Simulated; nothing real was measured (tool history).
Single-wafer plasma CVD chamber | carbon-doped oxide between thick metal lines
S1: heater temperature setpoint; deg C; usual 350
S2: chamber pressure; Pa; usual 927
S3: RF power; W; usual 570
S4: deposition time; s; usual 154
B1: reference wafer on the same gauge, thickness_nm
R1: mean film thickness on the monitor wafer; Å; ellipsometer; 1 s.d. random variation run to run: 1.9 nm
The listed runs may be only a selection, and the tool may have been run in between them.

| run | hour | S1 | S2 | S3 | S4 | B1 | R1 |
|---|---|---|---|---|---|---|---|
| 1 | 0.0 | 355 | 927 | 570 | 154 | 739.972 | 8066.95 |
| 2 | 43.0 | 355 | 927 | 570 | 154 | 740.578 | 8081.10 |
| 3 | 108.3 | 355 | 927 | 570 | 154 | 740.201 | 8057.31 |
| 4 | 142.3 | 350 | 927 | 570 | 154 | 740.109 | 8159.42 |
| 5 | 191.8 | 350 | 927 | 570 | 154 | 739.720 | 8140.62 |
| 6 | 257.5 | 350 | 927 | 570 | 154 | 739.748 | 8132.70 |
| 7 | 319.5 | 350 | 927 | 570 | 154 | 739.486 | 8104.44 |
| 8 | 344.2 | 350 | 927 | 570 | 154 | 740.141 | 8121.44 |
|  | 391.7 | thermocouple changed; heater temperature recalibrated |
| 9 | 392.2 | 350 | 927 | 570 | 154 | 740.475 | 8245.27 |
|  | 425.7 | showerhead replaced |
|  | 439.8 | RF generator calibrated |
| 10 | 449.3 | 350 | 927 | 570 | 154 | 739.917 | 8388.17 |
|  | 487.8 | capacitance manometer re-zeroed and calibrated |
| 11 | 514.3 | 350 | 927 | 570 | 154 | 739.569 | 8339.96 |
| 12 | 579.5 | 356 | 927 | 570 | 154 | 739.575 | 8203.57 |
| 13 | 634.7 | 350 | 927 | 570 | 154 | 739.775 | 8382.38 |
|  | 638.4 | gauge calibrated |
| 14 | 698.8 | 350 | 927 | 570 | 154 | 739.905 | 8297.03 |
| 15 | 751.7 | 338 | 745 | 570 | 154 | 739.920 | 8470.44 |
| 16 | 776.6 | 345 | 773 | 645 | 162 | 739.763 | 9286.02 |
| 17 | 838.5 | 350 | 843 | 570 | 172 | 740.308 | 9140.97 |
| 18 | 863.8 | 350 | 927 | 685 | 154 | 740.445 | 9086.84 |
| 19 | 986.1 | 350 | 763 | 570 | 154 | 740.211 | 8090.41 |

For run 20, what comes out?
| 20 | 1044.4 | 350 | 772 | 570 | 136 | ? | ? |

{"run 20": {"B1": 739.826, "R1": 7135.69}}
If the tool had no hidden condition, the same run with the same run-to-run variation would have returned R1 7309.34 Å.

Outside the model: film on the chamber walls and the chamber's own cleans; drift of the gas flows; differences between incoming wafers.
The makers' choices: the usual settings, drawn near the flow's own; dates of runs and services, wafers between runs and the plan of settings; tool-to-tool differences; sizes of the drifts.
